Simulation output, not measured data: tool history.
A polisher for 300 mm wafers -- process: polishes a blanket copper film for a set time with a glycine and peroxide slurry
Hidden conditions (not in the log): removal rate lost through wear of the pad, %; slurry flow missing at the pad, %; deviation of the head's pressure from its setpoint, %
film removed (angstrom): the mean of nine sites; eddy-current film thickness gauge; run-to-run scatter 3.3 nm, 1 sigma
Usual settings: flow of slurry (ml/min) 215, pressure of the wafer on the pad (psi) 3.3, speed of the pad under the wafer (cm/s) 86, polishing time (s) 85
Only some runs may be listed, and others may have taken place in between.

run   hour  flow of slurry (ml/min)  pressure of the wafer on the pad (psi)  speed of the pad under the wafer (cm/s)  polishing time (s)  wafers since the last listed run  wafers polished on this pad  hours since the slurry nozzle was cleaned  hours since the head pressure was calibrated  incoming thickness of the incoming film, nm  film removed (angstrom)
  1    0.0                      195                                     3.3                                       98                  85                                 0                          614                                      536.6                                        1035.1                                       2321.7                     4032
  2   12.1                      195                                     3.3                                       98                  85                               122                          736                                      548.7                                        1047.2                                       2332.1                     3964
      31.5  -- worn pad replaced by a new one
  3   32.0                      195                                     3.3                                       98                  85                               160                            5                                      568.6                                        1067.1                                       2310.3                     4260
  4   45.3                      235                                     3.3                                       86                  85                               134                          139                                      581.9                                        1080.4                                       2321.3                     3819
  5   63.4                      235                                     3.3                                       86                  85                               183                          322                                      600.0                                        1098.5                                       2374.2                     3800
  6   73.9                      215                                     3.3                                       86                  85                               106                          429                                      610.5                                        1109.0                                       2293.7                     3702
  7   91.0                      215                                     3.3                                       86                  85                               173                          602                                      627.6                                        1126.1                                       2376.9                     3690
  8  103.3                      215                                     3.3                                       86                  85                               124                          726                                      639.9                                        1138.4                                       2338.5                     3634
     106.5  -- slurry nozzle cleaned
     110.5  -- worn pad replaced by a new one
  9  115.4                      215                                     3.3                                       86                  85                                71                           49                                        8.9                                        1150.5                                       2312.6                     3796
 10  121.5                      250                                     4.2                                      102                  72                                61                          111                                       15.0                                        1156.6                                       2372.8                     4615
 11  130.5                      255                                     3.0                                      100                  71                                91                          202                                       24.0                                        1165.6                                       2337.5                     3369
 12  142.0                      215                                     3.3                                       86                  85                               116                          319                                       35.5                                        1177.1                                       2291.6                     3751
     157.0  -- head pressure recalibrated
 13  157.5                      285                                     3.9                                       60                  58                               136                          455                                       51.0                                           0.5                                       2334.9                     2229
 14  168.6                      215                                     3.9                                       86                 108                               112                          568                                       62.1                                          11.6                                       2327.6                     5396

For run 15, what comes out?
 15  181.5                      180                                     3.3                                       86                  58                               130                          698                                       75.0                                          24.5                                       2373.9                        ?

{"run 15": {"film removed (angstrom)": 2420}}
With no hidden state in the tool, this same run would have given film removed (angstrom) 2543.
